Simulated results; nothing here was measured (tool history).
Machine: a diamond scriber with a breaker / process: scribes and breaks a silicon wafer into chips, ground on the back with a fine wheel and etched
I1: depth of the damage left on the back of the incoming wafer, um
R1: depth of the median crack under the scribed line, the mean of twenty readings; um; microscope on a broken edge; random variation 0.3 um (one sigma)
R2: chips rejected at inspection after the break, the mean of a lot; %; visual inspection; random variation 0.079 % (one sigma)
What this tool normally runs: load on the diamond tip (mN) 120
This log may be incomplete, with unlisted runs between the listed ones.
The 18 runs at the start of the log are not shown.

Run 19, day 9.408: usual settings; I1 0.31. Result: R1 15.05 um, R2 1.87 %.
Run 20, day 9.825: usual settings but load on the diamond tip (mN) 131; I1 0.38. Result: R1 16.34 um, R2 2.35 %.
Run 21, day 10.217: usual settings; I1 0.67. Result: R1 15.19 um, R2 2.02 %.
Run 22, day 10.504: usual settings but load on the diamond tip (mN) 154; I1 0.34. Result: R1 18.41 um, R2 5.07 %.
Run 23, day 10.862: usual settings but load on the diamond tip (mN) 109; I1 0.48. Result: R1 14.47 um, R2 2.55 %.
Run 24, day 11.183: usual settings but load on the diamond tip (mN) 98; I1 0.31. Result: R1 13.68 um, R2 4.23 %.
Run 25, day 11.583: usual settings but load on the diamond tip (mN) 96; I1 0.39. Result: R1 12.99 um, R2 4.57 %.
Run 26, day 11.888: usual settings but load on the diamond tip (mN) 139; I1 0.57. Result: R1 16.72 um, R2 3.06 %.
Run 27, day 12.15: usual settings but load on the diamond tip (mN) 133; I1 0.35. Result: R1 16.27 um, R2 2.37 %.
Run 28, day 12.762: usual settings but load on the diamond tip (mN) 85; I1 0.68. Result: R1 12.39 um, R2 8.21 %.
Run 29, day 13.475: usual settings but load on the diamond tip (mN) 107; I1 0.34. Result: R1 14.5 um, R2 2.71 %.
At day 13.95: diamond tip replaced by a new one.
Run 30, day 13.983: usual settings but load on the diamond tip (mN) 90; I1 0.66. Result: R1 13.29 um, R2 6.6 %.
Run 31, day 14.696: usual settings; I1 0.45. Result: R1 15.24 um, R2 2.06 %.
Run 32, day 15.404: usual settings; I1 0.47. Result: R1 15.37 um, R2 2.06 %.
Run 33, day 16.104: usual settings; I1 0.53. Result: R1 15.59 um, R2 1.98 %.
Run 34, day 16.667: usual settings but load on the diamond tip (mN) 136; I1 0.74. Result: R1 16.65 um, R2 2.76 %.
Run 35, day 17.171: usual settings but load on the diamond tip (mN) 109; I1 0.3. Result: R1 15.01 um, R2 2.46 %.
Run 36, day 17.642: usual settings but load on the diamond tip (mN) 100; I1 0.62. Result: R1 13.75 um, R2 3.39 %.

3 options for the next run, each taken on its own from the tool as it stands now. Forecast them:
Run A, day 17.667: usual settings; I1 0.73. Result: R1 ?, R2 ?.
Run B, day 17.667: usual settings but load on the diamond tip (mN) 104; I1 0.73. Result: R1 ?, R2 ?.
Run C, day 17.667: usual settings but load on the diamond tip (mN) 108; I1 0.73. Result: R1 ?, R2 ?.

run     R1    R2
  A  14.96   1.9
  B  13.65  2.98
  C  13.99  2.49
Without the tool's unlogged condition, the same runs would have read:
run     R1    R2
  A  14.96   1.9
  B  13.65  2.98
  C  13.99  2.49

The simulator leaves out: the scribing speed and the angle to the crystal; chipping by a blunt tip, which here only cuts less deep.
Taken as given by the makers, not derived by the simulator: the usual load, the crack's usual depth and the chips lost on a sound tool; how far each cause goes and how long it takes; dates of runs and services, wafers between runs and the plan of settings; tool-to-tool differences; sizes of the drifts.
